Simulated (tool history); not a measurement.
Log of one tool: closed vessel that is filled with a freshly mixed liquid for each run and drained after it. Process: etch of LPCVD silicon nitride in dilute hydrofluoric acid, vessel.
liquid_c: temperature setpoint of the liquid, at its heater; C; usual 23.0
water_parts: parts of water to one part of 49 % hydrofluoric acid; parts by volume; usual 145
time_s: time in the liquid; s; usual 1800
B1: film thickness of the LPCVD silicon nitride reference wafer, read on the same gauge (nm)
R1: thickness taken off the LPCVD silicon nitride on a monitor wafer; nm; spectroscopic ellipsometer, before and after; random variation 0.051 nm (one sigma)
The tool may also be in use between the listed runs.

run 1 hour=0.0 | liquid_c=23.0 water_parts=145 time_s=1800 | B1=80.01 | R1=6.61
run 2 hour=16.8 | liquid_c=23.0 water_parts=145 time_s=1800 | B1=79.98 | R1=6.63
run 3 hour=32.8 | liquid_c=23.0 water_parts=145 time_s=1800 | B1=79.97 | R1=6.60
run 4 hour=39.3 | liquid_c=23.0 water_parts=145 time_s=1800 | B1=80.01 | R1=6.63
run 5 hour=50.1 | liquid_c=23.0 water_parts=145 time_s=1800 | B1=79.95 | R1=6.72
run 6 hour=67.3 | liquid_c=26.0 water_parts=145 time_s=1800 | B1=80.04 | R1=8.00
run 7 hour=76.9 | liquid_c=26.0 water_parts=145 time_s=1800 | B1=79.98 | R1=8.25
run 8 hour=102.8 | liquid_c=26.0 water_parts=145 time_s=1800 | B1=79.99 | R1=8.17
run 9 hour=109.7 | liquid_c=23.0 water_parts=165 time_s=1205 | B1=80.05 | R1=4.04
-- hour=135.7 gauge calibrated
run 10 hour=163.6 | liquid_c=23.0 water_parts=165 time_s=1205 | B1=80.05 | R1=4.00
run 11 hour=178.7 | liquid_c=23.0 water_parts=165 time_s=1205 | B1=79.96 | R1=3.99
run 12 hour=185.3 | liquid_c=21.5 water_parts=145 time_s=1800 | B1=80.02 | R1=6.21
-- hour=190.0 hydrofluoric acid flow meter replaced
run 13 hour=197.1 | liquid_c=23.0 water_parts=145 time_s=1255 | B1=79.98 | R1=4.22
run 14 hour=207.9 | liquid_c=26.5 water_parts=145 time_s=1800 | B1=80.04 | R1=7.64
run 15 hour=231.3 | liquid_c=25.0 water_parts=145 time_s=2815 | B1=80.01 | R1=10.76
run 16 hour=247.2 | liquid_c=23.0 water_parts=90 time_s=775 | B1=79.98 | R1=4.22
run 17 hour=254.3 | liquid_c=21.5 water_parts=105 time_s=1140 | B1=80.03 | R1=4.85
-- hour=257.7 thermometer replaced
run 18 hour=271.5 | liquid_c=23.0 water_parts=165 time_s=1205 | B1=80.01 | R1=3.59
run 19 hour=288.1 | liquid_c=26.5 water_parts=145 time_s=1800 | B1=80.00 | R1=7.63
run 20 hour=298.2 | liquid_c=23.0 water_parts=175 time_s=1800 | B1=79.96 | R1=5.04
run 21 hour=313.9 | liquid_c=28.0 water_parts=145 time_s=2765 | B1=80.00 | R1=12.84
run 22 hour=331.7 | liquid_c=26.0 water_parts=110 time_s=1800 | B1=80.04 | R1=9.74

What the log doesn't show, run by run:
liquid hotter than its thermometer reads (K): 0 in every run
gauge reads high (%): 0 in every run
H1: hydrofluoric acid flow above the setpoint (%)
run=1 H1=11.6
run=2 H1=11.8
run=3 H1=12
run=4 H1=12.1
run=5 H1=12.3
run=6 H1=12.5
run=7 H1=12.6
run=8 H1=13
run=9 H1=13.1
run=10 H1=13.8
run=11 H1=14
run=12 H1=14.1
run=13 H1=1.15
run=14 H1=1.3
run=15 H1=1.63
run=16 H1=1.84
run=17 H1=1.94
run=18 H1=2.18
run=19 H1=2.41
run=20 H1=2.55
run=21 H1=2.76
run=22 H1=3.01
